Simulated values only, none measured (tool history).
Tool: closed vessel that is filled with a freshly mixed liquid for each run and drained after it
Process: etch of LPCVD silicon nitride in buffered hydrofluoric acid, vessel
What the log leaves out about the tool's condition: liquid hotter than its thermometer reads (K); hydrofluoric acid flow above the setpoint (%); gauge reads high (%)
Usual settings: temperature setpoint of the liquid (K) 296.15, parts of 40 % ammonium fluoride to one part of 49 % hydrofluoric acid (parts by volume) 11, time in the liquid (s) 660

| run | hour | temperature setpoint of the liquid (K) | parts of 40 % ammonium fluoride to one part of 49 % hydrofluoric acid (parts by volume) | time in the liquid (s) | wafers since the last listed run | hours since the thermometer was replaced | hours since the hydrofluoric acid flow meter was replaced | hours since the gauge calibration | read-back film thickness of the LPCVD silicon nitride reference wafer, read on the same gauge (nm) | thickness taken off the LPCVD silicon nitride on a monitor wafer (angstrom) |
|---|---|---|---|---|---|---|---|---|---|---|
| 1 | 0 | 296.15 | 11 | 660 | 0 | 419.9 | 1496.3 | 504.6 | 50 | 89.2 |
| 2 | 40.5 | 296.15 | 11 | 660 | 2344 | 460.4 | 1536.8 | 545.1 | 50.01 | 89.8 |
| 3 | 82.6 | 296.15 | 11 | 660 | 2437 | 502.5 | 1578.9 | 587.2 | 49.98 | 89.4 |
| 4 | 127.3 | 296.15 | 11 | 660 | 2587 | 547.2 | 1623.6 | 631.9 | 50.01 | 90.1 |
| 5 | 163.5 | 296.15 | 11 | 660 | 2095 | 583.4 | 1659.8 | 668.1 | 50 | 89.4 |
| 6 | 200.8 | 296.15 | 11 | 660 | 2159 | 620.7 | 1697.1 | 705.4 | 49.98 | 90.5 |
| 7 | 272.8 | 296.15 | 11 | 660 | 4168 | 692.7 | 1769.1 | 777.4 | 50 | 90.4 |
|  | 317.5 | hydrofluoric acid flow meter replaced |
| 8 | 318 | 296.15 | 11 | 660 | 2558 | 737.9 | 0.5 | 822.6 | 49.99 | 85.2 |
|  | 340 | gauge calibrated |
| 9 | 374.2 | 296.15 | 11 | 660 | 3253 | 794.1 | 56.7 | 34.2 | 50.02 | 85.6 |
| 10 | 428 | 296.15 | 11 | 660 | 3114 | 847.9 | 110.5 | 88 | 50.02 | 85.8 |
| 11 | 452.5 | 294.65 | 11 | 790 | 1418 | 872.4 | 135 | 112.5 | 50.01 | 95.1 |
| 12 | 496.2 | 300.65 | 9.5 | 285 | 2529 | 916.1 | 178.7 | 156.2 | 50.02 | 53.4 |
| 13 | 563.6 | 296.15 | 8 | 870 | 3901 | 983.5 | 246.1 | 223.6 | 50.01 | 151.1 |
| 14 | 612.1 | 294.65 | 7.5 | 660 | 2807 | 1032 | 294.6 | 272.1 | 49.99 | 114.5 |
| 15 | 646.1 | 301.15 | 15.5 | 510 | 1968 | 1066 | 328.6 | 306.1 | 50 | 62.5 |
|  | 676.2 | thermometer replaced |
| 16 | 696.5 | 296.15 | 11 | 660 | 2859 | 20.3 | 379 | 356.5 | 49.99 | 86.9 |
| 17 | 722.7 | 296.15 | 8 | 870 | 1516 | 46.5 | 405.2 | 382.7 | 49.98 | 150.9 |
| 18 | 793.7 | 299.65 | 14.5 | 890 | 4110 | 117.5 | 476.2 | 453.7 | 50 | 108.6 |
| 19 | 842.7 | 296.15 | 8.5 | 450 | 2836 | 166.5 | 525.2 | 502.7 | 50.02 | 73.9 |
| 20 | 898.5 | 299.65 | 9.5 | 1005 | 3230 | 222.3 | 581 | 558.5 | 50 | 179.5 |
| 21 | 962.3 | 292.65 | 13 | 890 | 3693 | 286.1 | 644.8 | 622.3 | 49.98 | 82.3 |

Hidden condition of the tool, last listed run before each entry between runs versus first listed run after:
Runs 7 to 8: hydrofluoric acid flow meter replaced (hour 317.5)
  hydrofluoric acid flow above the setpoint (%): 5.97 -> 0.337
  difference, measured minus the result without the unlogged condition, thickness taken off the LPCVD silicon nitride on a monitor wafer (angstrom): +5 -> +0.2
Runs 8 to 9: gauge calibrated (hour 340)
  hydrofluoric acid flow above the setpoint (%): 0.337 -> 0.521
  difference, measured minus the result without the unlogged condition, thickness taken off the LPCVD silicon nitride on a monitor wafer (angstrom): +0.2 -> +0.5
Runs 15 to 16: thermometer replaced (hour 676.2)
  hydrofluoric acid flow above the setpoint (%): 1.41 -> 1.57
  difference, measured minus the result without the unlogged condition, thickness taken off the LPCVD silicon nitride on a monitor wafer (angstrom): +0.8 -> +1.3
